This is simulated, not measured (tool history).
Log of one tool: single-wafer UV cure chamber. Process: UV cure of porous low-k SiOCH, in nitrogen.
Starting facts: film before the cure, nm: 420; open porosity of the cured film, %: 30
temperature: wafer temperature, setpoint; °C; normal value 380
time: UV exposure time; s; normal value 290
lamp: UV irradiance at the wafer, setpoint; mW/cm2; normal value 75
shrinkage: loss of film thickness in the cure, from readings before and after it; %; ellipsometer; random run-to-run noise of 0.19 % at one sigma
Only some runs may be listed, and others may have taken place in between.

run,day,temperature,time,lamp,wafers since the last listed run,hours since the UV bulbs were replaced,wafers since the quartz window was cleaned,shrinkage
1,0.000,380,290,90,0,1106.5,2109,14.570
2,2.417,380,290,75,261,1164.5,2371,13.512
3,4.558,393,220,75,231,1215.9,2603,12.631
4,6.954,393,220,75,259,1273.4,2862,12.546
# day 9.896: quartz window cleaned
5,9.921,380,290,75,285,1344.6,2,13.788
6,11.212,380,290,75,139,1375.6,142,13.648
7,13.875,380,290,75,288,1439.5,430,13.667
8,16.238,380,290,56,255,1496.2,686,12.082
9,17.475,380,290,56,133,1525.9,820,12.068
10,19.829,380,290,75,254,1582.4,1075,14.056
11,22.817,380,290,75,323,1654.1,1399,13.615
12,25.200,380,290,75,258,1711.3,1657,13.718
13,26.562,380,290,75,147,1744.0,1804,13.490
14,28.271,380,290,75,184,1785.0,1989,13.405
15,29.925,393,145,65,179,1824.7,2168,9.579
16,32.829,364,405,109,314,1894.4,2483,17.078
17,35.542,380,290,89,293,1959.5,2776,14.761

The next listed run, before its measurement:
# day 36.800: UV bulbs replaced
18,36.821,371,185,51,102,0.5,2879,?

shrinkage: 9.265 %
Minus the tool's unlogged condition, the same run would have read shrinkage 9.265 %.
